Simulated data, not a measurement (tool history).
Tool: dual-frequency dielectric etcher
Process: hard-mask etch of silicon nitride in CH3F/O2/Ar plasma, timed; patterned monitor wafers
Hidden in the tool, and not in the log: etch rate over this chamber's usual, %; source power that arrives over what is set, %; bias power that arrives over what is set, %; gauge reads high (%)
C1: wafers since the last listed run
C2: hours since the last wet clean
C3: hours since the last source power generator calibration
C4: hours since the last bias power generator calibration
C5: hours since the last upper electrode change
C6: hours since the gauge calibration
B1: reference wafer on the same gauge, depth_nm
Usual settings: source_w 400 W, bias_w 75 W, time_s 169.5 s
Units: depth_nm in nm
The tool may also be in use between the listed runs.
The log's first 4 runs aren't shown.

At hour 147.0: gauge calibrated.
Run 5, hour 184.5: usual settings but source_w 450 W, time_s 141.5 s; C1 671; C2 185.0; C3 4431.3; C4 2251.9; C5 3121.4; C6 37.5; B1 102.9. Result: depth_nm 108.5 nm.
Run 6, hour 219.9: usual settings but source_w 450 W, time_s 141.5 s; C1 367; C2 220.4; C3 4466.7; C4 2287.3; C5 3156.8; C6 72.9; B1 103.0. Result: depth_nm 108.1 nm.
Run 7, hour 249.8: usual settings but source_w 450 W, time_s 141.5 s; C1 310; C2 250.3; C3 4496.6; C4 2317.2; C5 3186.7; C6 102.8; B1 103.0. Result: depth_nm 106.6 nm.
Run 8, hour 320.7: usual settings but time_s 159.5 s; C1 736; C2 321.2; C3 4567.5; C4 2388.1; C5 3257.6; C6 173.7; B1 102.9. Result: depth_nm 115.5 nm.
Run 9, hour 356.0: usual settings but time_s 159.5 s; C1 366; C2 356.5; C3 4602.8; C4 2423.4; C5 3292.9; C6 209.0; B1 103.0. Result: depth_nm 115.9 nm.
Run 10, hour 381.3: usual settings; C1 262; C2 381.8; C3 4628.1; C4 2448.7; C5 3318.2; C6 234.3; B1 103.0. Result: depth_nm 121.9 nm.
At hour 440.1: source power generator calibrated.
At hour 453.3: wet clean of the chamber.
Run 11, hour 453.8: usual settings but source_w 480 W, time_s 129.5 s; C1 574; C2 0.5; C3 13.7; C4 2521.2; C5 3390.7; C6 306.8; B1 103.0. Result: depth_nm 101.8 nm.
Run 12, hour 499.8: usual settings; C1 477; C2 46.5; C3 59.7; C4 2567.2; C5 3436.7; C6 352.8; B1 103.0. Result: depth_nm 123.8 nm.
Run 13, hour 551.2: usual settings but source_w 330 W, bias_w 91 W; C1 533; C2 97.9; C3 111.1; C4 2618.6; C5 3488.1; C6 404.2; B1 103.1. Result: depth_nm 123.2 nm.
At hour 620.8: bias power generator calibrated.
Run 14, hour 621.4: usual settings but source_w 460 W, time_s 123.5 s; C1 687; C2 168.1; C3 181.3; C4 0.6; C5 3558.3; C6 474.4; B1 103.1. Result: depth_nm 95.1 nm.
Run 15, hour 655.2: usual settings but source_w 350 W; C1 350; C2 201.9; C3 215.1; C4 34.4; C5 3592.1; C6 508.2; B1 103.0. Result: depth_nm 116.7 nm.
At hour 691.9: upper electrode replaced.
Run 16, hour 714.4: usual settings but source_w 480 W, time_s 150.5 s; C1 365; C2 261.1; C3 274.3; C4 93.6; C5 22.5; C6 567.4; B1 103.1. Result: depth_nm 118.1 nm.
Run 17, hour 769.0: usual settings but source_w 500 W, time_s 121.5 s; C1 566; C2 315.7; C3 328.9; C4 148.2; C5 77.1; C6 622.0; B1 103.0. Result: depth_nm 96.9 nm.
Run 18, hour 822.2: usual settings but source_w 470 W, bias_w 88 W; C1 552; C2 368.9; C3 382.1; C4 201.4; C5 130.3; C6 675.2; B1 103.0. Result: depth_nm 140.4 nm.
Run 19, hour 861.8: usual settings; C1 411; C2 408.5; C3 421.7; C4 241.0; C5 169.9; C6 714.8; B1 103.0. Result: depth_nm 122.3 nm.
Run 20, hour 907.5: usual settings but source_w 470 W, bias_w 56 W; C1 474; C2 454.2; C3 467.4; C4 286.7; C5 215.6; C6 760.5; B1 103.1. Result: depth_nm 117.4 nm.
At hour 946.9: wet clean of the chamber.
Run 21, hour 965.1: usual settings but bias_w 60 W; C1 348; C2 18.2; C3 525.0; C4 344.3; C5 273.2; C6 818.1; B1 103.1. Result: depth_nm 111.6 nm.
Run 22, hour 1003.0: usual settings but source_w 330 W, bias_w 64 W, time_s 187.0 s; C1 393; C2 56.1; C3 562.9; C4 382.2; C5 311.1; C6 856.0; B1 103.0. Result: depth_nm 116.7 nm.
Run 23, hour 1074.6: usual settings but source_w 490 W, bias_w 84 W, time_s 156.5 s; C1 743; C2 127.7; C3 634.5; C4 453.8; C5 382.7; C6 927.6; B1 103.0. Result: depth_nm 128.6 nm.
Run 24, hour 1122.3: usual settings but source_w 470 W, time_s 186.0 s; C1 495; C2 175.4; C3 682.2; C4 501.5; C5 430.4; C6 975.3; B1 103.0. Result: depth_nm 144.3 nm.
Run 25, hour 1153.2: usual settings; C1 320; C2 206.3; C3 713.1; C4 532.4; C5 461.3; C6 1006.2; B1 103.0. Result: depth_nm 123.6 nm.
Run 26, hour 1197.9: usual settings but bias_w 88 W, time_s 183.5 s; C1 464; C2 251.0; C3 757.8; C4 577.1; C5 506.0; C6 1050.9; B1 102.9. Result: depth_nm 143.1 nm.
Run 27, hour 1223.5: usual settings but time_s 159.5 s; C1 265; C2 276.6; C3 783.4; C4 602.7; C5 531.6; C6 1076.5; B1 103.0. Result: depth_nm 115.7 nm.

The next listed run, before its measurement:
Run 28, hour 1264.5: usual settings but time_s 119.5 s; C1 425; C2 317.6; C3 824.4; C4 643.7; C5 572.6; C6 1117.5; B1 ?. Result: depth_nm ?.

B1: 103.0
depth_nm: 86.6 nm
Without the tool's hidden state the same run would have given depth_nm 86.6 nm.
